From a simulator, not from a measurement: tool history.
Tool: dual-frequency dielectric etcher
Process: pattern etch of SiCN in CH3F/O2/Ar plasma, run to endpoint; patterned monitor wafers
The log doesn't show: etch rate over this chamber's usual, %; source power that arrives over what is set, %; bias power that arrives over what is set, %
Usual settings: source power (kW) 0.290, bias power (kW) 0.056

| run | hour | source power (kW) | bias power (kW) | wafers since the last listed run | hours since the last wet clean | hours since the last source power generator calibration | hours since the last bias power generator calibration | hours since the last upper electrode change | incoming incoming film thickness, nm | endpoint time (s) |
|---|---|---|---|---|---|---|---|---|---|---|
| 1 | 0.0 | 0.320 | 0.056 | 0 | 434.8 | 4248.9 | 3157.3 | 5641.4 | 10.24 | 31.6 |
| 2 | 99.8 | 0.290 | 0.056 | 1389 | 534.6 | 4348.7 | 3257.1 | 5741.2 | 10.15 | 33.1 |
|  | 176.9 | wet clean of the chamber |
| 3 | 207.1 | 0.290 | 0.056 | 1159 | 30.2 | 4456.0 | 3364.4 | 5848.5 | 10.19 | 33.1 |
| 4 | 288.4 | 0.290 | 0.048 | 1131 | 111.5 | 4537.3 | 3445.7 | 5929.8 | 10.27 | 35.6 |
|  | 330.5 | bias power generator calibrated |
| 5 | 355.9 | 0.290 | 0.048 | 883 | 179.0 | 4604.8 | 25.4 | 5997.3 | 10.23 | 34.5 |
| 6 | 453.3 | 0.290 | 0.048 | 1355 | 276.4 | 4702.2 | 122.8 | 6094.7 | 10.11 | 34.3 |
| 7 | 548.3 | 0.320 | 0.045 | 1322 | 371.4 | 4797.2 | 217.8 | 6189.7 | 10.19 | 33.5 |
| 8 | 615.8 | 0.320 | 0.045 | 939 | 438.9 | 4864.7 | 285.3 | 6257.2 | 10.13 | 33.5 |
| 9 | 710.4 | 0.290 | 0.056 | 1316 | 533.5 | 4959.3 | 379.9 | 6351.8 | 10.15 | 32.5 |
| 10 | 752.5 | 0.290 | 0.056 | 585 | 575.6 | 5001.4 | 422.0 | 6393.9 | 10.28 | 33.0 |
| 11 | 812.0 | 0.240 | 0.056 | 828 | 635.1 | 5060.9 | 481.5 | 6453.4 | 10.24 | 37.0 |
| 12 | 868.5 | 0.240 | 0.056 | 786 | 691.6 | 5117.4 | 538.0 | 6509.9 | 10.23 | 37.3 |
|  | 894.8 | wet clean of the chamber |
|  | 926.8 | upper electrode replaced |
| 13 | 966.9 | 0.330 | 0.069 | 701 | 72.1 | 5215.8 | 636.4 | 40.1 | 10.26 | 28.2 |
|  | 977.9 | source power generator calibrated |
| 14 | 1063.5 | 0.290 | 0.044 | 1288 | 168.7 | 85.6 | 733.0 | 136.7 | 10.10 | 35.5 |
| 15 | 1153.5 | 0.290 | 0.056 | 1252 | 258.7 | 175.6 | 823.0 | 226.7 | 10.25 | 33.1 |
| 16 | 1205.1 | 0.230 | 0.056 | 718 | 310.3 | 227.2 | 874.6 | 278.3 | 10.23 | 38.2 |
| 17 | 1259.7 | 0.290 | 0.056 | 759 | 364.9 | 281.8 | 929.2 | 332.9 | 10.25 | 32.8 |
| 18 | 1357.2 | 0.270 | 0.061 | 1357 | 462.4 | 379.3 | 1026.7 | 430.4 | 10.14 | 33.0 |
| 19 | 1400.6 | 0.310 | 0.045 | 604 | 505.8 | 422.7 | 1070.1 | 473.8 | 10.20 | 34.1 |
| 20 | 1463.6 | 0.230 | 0.070 | 876 | 568.8 | 485.7 | 1133.1 | 536.8 | 10.23 | 35.0 |
| 21 | 1521.3 | 0.260 | 0.056 | 803 | 626.5 | 543.4 | 1190.8 | 594.5 | 10.10 | 34.9 |
|  | 1552.1 | wet clean of the chamber |
| 22 | 1565.1 | 0.290 | 0.069 | 275 | 13.0 | 587.2 | 1234.6 | 638.3 | 10.10 | 29.9 |
| 23 | 1665.4 | 0.270 | 0.056 | 1396 | 113.3 | 687.5 | 1334.9 | 738.6 | 10.08 | 34.0 |
| 24 | 1731.8 | 0.360 | 0.050 | 924 | 179.7 | 753.9 | 1401.3 | 805.0 | 10.31 | 30.5 |
| 25 | 1802.4 | 0.330 | 0.056 | 982 | 250.3 | 824.5 | 1471.9 | 875.6 | 10.13 | 30.2 |
| 26 | 1840.8 | 0.230 | 0.067 | 534 | 288.7 | 862.9 | 1510.3 | 914.0 | 10.12 | 35.1 |
| 27 | 1922.8 | 0.230 | 0.051 | 1141 | 370.7 | 944.9 | 1592.3 | 996.0 | 10.18 | 39.8 |
| 28 | 1966.5 | 0.290 | 0.056 | 608 | 414.4 | 988.6 | 1636.0 | 1039.7 | 10.20 | 32.8 |
| 29 | 2009.9 | 0.330 | 0.070 | 604 | 457.8 | 1032.0 | 1679.4 | 1083.1 | 10.12 | 27.7 |
| 30 | 2052.2 | 0.330 | 0.066 | 588 | 500.1 | 1074.3 | 1721.7 | 1125.4 | 10.19 | 28.4 |
| 31 | 2133.7 | 0.340 | 0.062 | 1134 | 581.6 | 1155.8 | 1803.2 | 1206.9 | 10.20 | 28.8 |
|  | 2227.9 | wet clean of the chamber |
| 32 | 2228.4 | 0.230 | 0.066 | 984 | 0.5 | 1250.5 | 1897.9 | 1301.6 | 10.24 | 36.1 |
| 33 | 2282.9 | 0.290 | 0.066 | 758 | 55.0 | 1305.0 | 1952.4 | 1356.1 | 10.22 | 31.0 |
| 34 | 2329.2 | 0.290 | 0.056 | 644 | 101.3 | 1351.3 | 1998.7 | 1402.4 | 10.21 | 33.1 |
| 35 | 2436.3 | 0.290 | 0.056 | 1490 | 208.4 | 1458.4 | 2105.8 | 1509.5 | 10.16 | 33.1 |
| 36 | 2489.5 | 0.260 | 0.042 | 740 | 261.6 | 1511.6 | 2159.0 | 1562.7 | 10.12 | 39.2 |

Forecast each of these 3 alternatives for the next run:
| A | 2489.9 | 0.290 | 0.067 | 5 | 262.0 | 1512.0 | 2159.4 | 1563.1 | 10.32 | ? |
| B | 2489.9 | 0.270 | 0.065 | 5 | 262.0 | 1512.0 | 2159.4 | 1563.1 | 10.32 | ? |
| C | 2489.9 | 0.350 | 0.047 | 5 | 262.0 | 1512.0 | 2159.4 | 1563.1 | 10.32 | ? |

| run | endpoint time (s) |
|---|---|
| A | 31.3 |
| B | 33.1 |
| C | 32.1 |
Without the tool's hidden state the same runs would have given:
| run | endpoint time (s) |
|---|---|
| A | 30.9 |
| B | 32.7 |
| C | 31.7 |

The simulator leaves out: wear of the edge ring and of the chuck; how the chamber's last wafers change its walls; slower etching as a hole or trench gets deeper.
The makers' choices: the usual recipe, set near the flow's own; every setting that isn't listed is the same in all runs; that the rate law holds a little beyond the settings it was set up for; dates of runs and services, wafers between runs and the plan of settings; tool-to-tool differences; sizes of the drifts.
